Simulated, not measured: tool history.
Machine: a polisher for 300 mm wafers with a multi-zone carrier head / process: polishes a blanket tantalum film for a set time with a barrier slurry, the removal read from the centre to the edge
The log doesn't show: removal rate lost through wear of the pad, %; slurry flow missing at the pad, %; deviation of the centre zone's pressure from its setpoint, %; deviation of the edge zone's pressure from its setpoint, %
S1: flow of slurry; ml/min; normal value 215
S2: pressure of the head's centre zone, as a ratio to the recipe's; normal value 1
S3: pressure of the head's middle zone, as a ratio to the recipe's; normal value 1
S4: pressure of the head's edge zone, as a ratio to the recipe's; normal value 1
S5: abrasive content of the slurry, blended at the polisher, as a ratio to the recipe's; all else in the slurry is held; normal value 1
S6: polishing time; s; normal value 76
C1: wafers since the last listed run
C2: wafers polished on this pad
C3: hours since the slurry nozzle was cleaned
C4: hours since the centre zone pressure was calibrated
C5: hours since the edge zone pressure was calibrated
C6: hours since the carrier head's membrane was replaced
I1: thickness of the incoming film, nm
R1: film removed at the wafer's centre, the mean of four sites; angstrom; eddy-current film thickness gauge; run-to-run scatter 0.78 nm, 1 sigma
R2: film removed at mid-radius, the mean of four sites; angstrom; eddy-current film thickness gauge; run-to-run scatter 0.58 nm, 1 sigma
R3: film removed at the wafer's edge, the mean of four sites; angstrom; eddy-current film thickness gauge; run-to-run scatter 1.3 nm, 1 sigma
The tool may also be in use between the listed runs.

run 1 hour=0 | S1=215 S2=1.08 S3=1 S4=1 S5=1 S6=76 | C1=0 C2=505 C3=71.5 C4=1266.7 C5=96.6 C6=345.7 | I1=288.7 | R1=955 R2=859 R3=867
run 2 hour=21.3 | S1=215 S2=1 S3=1 S4=1 S5=1 S6=76 | C1=141 C2=646 C3=92.8 C4=1288 C5=117.9 C6=367 | I1=290.4 | R1=861 R2=851 R3=862
run 3 hour=35.5 | S1=215 S2=1 S3=1 S4=1 S5=1 S6=76 | C1=94 C2=740 C3=107 C4=1302.2 C5=132.1 C6=381.2 | I1=292.2 | R1=858 R2=859 R3=855
run 4 hour=61.4 | S1=215 S2=1.11 S3=0.9 S4=1 S5=0.7 S6=76 | C1=171 C2=911 C3=132.9 C4=1328.1 C5=158 C6=407.1 | I1=291.8 | R1=849 R2=682 R3=765
-- hour=87.7 carrier head's membrane replaced by a new one
-- hour=88.7 centre zone pressure recalibrated
run 5 hour=89.2 | S1=215 S2=1 S3=1 S4=1 S5=1 S6=76 | C1=143 C2=1055 C3=160.7 C4=0.5 C5=185.8 C6=1.5 | I1=295.4 | R1=860 R2=836 R3=845
run 6 hour=101.2 | S1=215 S2=0.89 S3=1.1 S4=1.1 S5=1 S6=65 | C1=79 C2=1134 C3=172.7 C4=12.5 C5=197.8 C6=13.5 | I1=291.4 | R1=642 R2=771 R3=759
run 7 hour=133 | S1=215 S2=1.08 S3=1 S4=1 S5=1 S6=76 | C1=210 C2=1345 C3=204.5 C4=44.3 C5=229.6 C6=45.3 | I1=290.5 | R1=917 R2=820 R3=848
run 8 hour=146.3 | S1=215 S2=1 S3=0.9 S4=1.11 S5=1 S6=76 | C1=88 C2=1433 C3=217.8 C4=57.6 C5=242.9 C6=58.6 | I1=287.8 | R1=832 R2=757 R3=884
-- hour=163.2 worn pad replaced by a new one, of another model than before
run 9 hour=236.5 | S1=215 S2=1 S3=1 S4=1.09 S5=1 S6=76 | C1=570 C2=485 C3=308 C4=147.8 C5=333.1 C6=148.8 | I1=287.7 | R1=901 R2=875 R3=910
run 10 hour=267.8 | S1=285 S2=1 S3=1 S4=1 S5=1.2 S6=76 | C1=207 C2=692 C3=339.3 C4=179.1 C5=364.4 C6=180.1 | I1=288.5 | R1=941 R2=920 R3=913
run 11 hour=287.1 | S1=215 S2=0.95 S3=1 S4=1.11 S5=1 S6=84 | C1=127 C2=820 C3=358.6 C4=198.4 C5=383.7 C6=199.4 | I1=294.8 | R1=914 R2=938 R3=1018
run 12 hour=315.6 | S1=215 S2=1 S3=1 S4=1 S5=1.1 S6=88 | C1=188 C2=1009 C3=387.1 C4=226.9 C5=412.2 C6=227.9 | I1=292.9 | R1=1035 R2=1011 R3=1040
run 13 hour=341.8 | S1=260 S2=1 S3=1 S4=1.07 S5=1 S6=76 | C1=173 C2=1182 C3=413.3 C4=253.1 C5=438.4 C6=254.1 | I1=289.1 | R1=866 R2=853 R3=885
run 14 hour=369.5 | S1=215 S2=1 S3=1 S4=1.04 S5=1.2 S6=76 | C1=183 C2=1365 C3=441 C4=280.8 C5=466.1 C6=281.8 | I1=287.4 | R1=899 R2=886 R3=939
run 15 hour=398.9 | S1=215 S2=1 S3=1 S4=1 S5=1 S6=76 | C1=194 C2=1560 C3=470.4 C4=310.2 C5=495.5 C6=311.2 | I1=292 | R1=845 R2=818 R3=842
-- hour=404.1 worn pad replaced by a new one
run 16 hour=414.4 | S1=270 S2=1 S3=1.07 S4=1 S5=1 S6=76 | C1=76 C2=68 C3=485.9 C4=325.7 C5=511 C6=326.7 | I1=289.8 | R1=910 R2=947 R3=889
run 17 hour=433.9 | S1=215 S2=1 S3=1 S4=1 S5=1 S6=76 | C1=129 C2=197 C3=505.4 C4=345.2 C5=530.5 C6=346.2 | I1=292.5 | R1=878 R2=884 R3=890
run 18 hour=454.9 | S1=215 S2=1 S3=1 S4=1 S5=1 S6=76 | C1=139 C2=336 C3=526.4 C4=366.2 C5=551.5 C6=367.2 | I1=291 | R1=889 R2=879 R3=906
-- hour=466.7 slurry nozzle cleaned
run 19 hour=474.9 | S1=215 S2=1 S3=1 S4=1 S5=1 S6=76 | C1=125 C2=462 C3=8.2 C4=386.2 C5=571.5 C6=387.2 | I1=289.1 | R1=887 R2=871 R3=909
run 20 hour=491.5 | S1=150 S2=1 S3=1 S4=1 S5=0.75 S6=84 | C1=109 C2=572 C3=24.8 C4=402.8 C5=588.1 C6=403.8 | I1=289.3 | R1=868 R2=840 R3=833
run 21 hour=507.8 | S1=215 S2=0.95 S3=1.1 S4=0.95 S5=0.9 S6=76 | C1=107 C2=679 C3=41.1 C4=419.1 C5=604.4 C6=420.1 | I1=291.7 | R1=808 R2=893 R3=819
run 22 hour=542.2 | S1=215 S2=0.95 S3=1 S4=0.96 S5=1 S6=76 | C1=227 C2=907 C3=75.5 C4=453.5 C5=638.8 C6=454.5 | I1=288.1 | R1=815 R2=849 R3=835
run 23 hour=559.7 | S1=215 S2=1 S3=1 S4=1 S5=1 S6=76 | C1=115 C2=1023 C3=93 C4=471 C5=656.3 C6=472 | I1=286 | R1=853 R2=842 R3=872

For each run, what was the tool's unlogged condition?
slurry flow missing at the pad, %: 0, the same for each run
deviation of the centre zone's pressure from its setpoint, %: 0, the same for each run
deviation of the edge zone's pressure from its setpoint, %: 0, the same for each run
H1: removal rate lost through wear of the pad, %
run=1 H1=3.58
run=2 H1=4.22
run=3 H1=4.65
run=4 H1=5.42
run=5 H1=6.26
run=6 H1=6.62
run=7 H1=7.57
run=8 H1=7.97
run=9 H1=2.28
run=10 H1=3.22
run=11 H1=3.79
run=12 H1=4.65
run=13 H1=5.43
run=14 H1=6.26
run=15 H1=7.14
run=16 H1=0.825
run=17 H1=1.41
run=18 H1=2.04
run=19 H1=2.64
run=20 H1=3.13
run=21 H1=3.62
run=22 H1=4.65
run=23 H1=5.18
